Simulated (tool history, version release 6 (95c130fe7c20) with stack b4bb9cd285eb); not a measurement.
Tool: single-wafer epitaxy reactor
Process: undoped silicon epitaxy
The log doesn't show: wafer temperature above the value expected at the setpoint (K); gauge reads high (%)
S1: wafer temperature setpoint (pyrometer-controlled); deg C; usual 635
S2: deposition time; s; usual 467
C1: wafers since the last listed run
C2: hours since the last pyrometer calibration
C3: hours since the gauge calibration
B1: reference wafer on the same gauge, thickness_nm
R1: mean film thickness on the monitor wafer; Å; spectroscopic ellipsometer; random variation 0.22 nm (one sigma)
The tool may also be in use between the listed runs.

run,hour,S1,S2,C1,C2,C3,B1,R1
1,0.0,635,467,0,406.7,1179.7,45.160,519.44
2,51.5,635,467,281,458.2,1231.2,45.214,518.06
3,167.4,635,467,632,574.1,1347.1,45.131,521.88
4,203.7,632,467,198,610.4,1383.4,45.145,483.41
5,304.7,632,467,551,711.4,1484.4,45.203,478.24
6,361.2,635,413,308,767.9,1540.9,45.196,461.20
7,446.0,635,413,463,852.7,1625.7,45.191,459.85
8,501.0,635,413,300,907.7,1680.7,45.200,461.00
9,551.3,641,467,274,958.0,1731.0,45.246,604.45
10,872.6,641,467,1754,1279.3,2052.3,45.225,605.28
11,947.1,635,516,406,1353.8,2126.8,45.154,584.24
# hour 1039.7: gauge calibrated
12,1040.8,635,494,511,1447.5,1.1,45.278,554.83
13,1089.9,635,467,268,1496.6,50.2,45.195,528.76
14,1154.7,647,467,353,1561.4,115.0,45.199,709.57
15,1205.3,647,467,276,1612.0,165.6,45.110,713.98
16,1260.4,647,467,300,1667.1,220.7,45.287,712.49
17,1302.2,647,381,228,1708.9,262.5,45.207,579.68
18,1354.8,641,467,287,1761.5,315.1,45.237,613.39
19,1400.8,627,467,251,1807.5,361.1,45.201,428.33
20,1496.5,635,514,522,1903.2,456.8,45.156,579.45
21,1590.2,635,558,511,1996.9,550.5,45.230,636.05
22,1680.1,635,467,490,2086.8,640.4,45.259,528.77
23,1736.2,635,467,306,2142.9,696.5,45.255,528.63
24,1844.1,628,533,589,2250.8,804.4,45.218,503.39
25,2037.1,649,512,1053,2443.8,997.4,45.160,827.34
# hour 2104.5: pyrometer calibrated
26,2142.4,629,386,531,37.9,1102.7,45.151,361.38
27,2203.8,627,467,335,99.3,1164.1,45.206,417.81
28,2300.4,646,467,527,195.9,1260.7,45.168,677.58
29,2374.5,635,467,404,270.0,1334.8,45.219,515.97
30,2468.6,649,501,513,364.1,1428.9,45.185,785.58
31,2551.0,639,407,449,446.5,1511.3,45.113,496.67
32,2638.6,628,535,478,534.1,1598.9,45.194,491.49

Forecast each of these 5 alternatives for the next run:
A,2639.1,623,467,2,534.6,1599.4,?,?
B,2639.1,635,520,2,534.6,1599.4,?,?
C,2639.1,620,544,2,534.6,1599.4,?,?
D,2639.1,620,412,2,534.6,1599.4,?,?
E,2639.1,650,429,2,534.6,1599.4,?,?

run,B1,R1
A,45.131,376.38
B,45.131,572.97
C,45.131,404.86
D,45.131,306.62
E,45.131,689.77
Without the tool's hidden state the same runs would have given:
run,R1
A,376.70
B,573.43
C,405.20
D,306.88
E,690.31
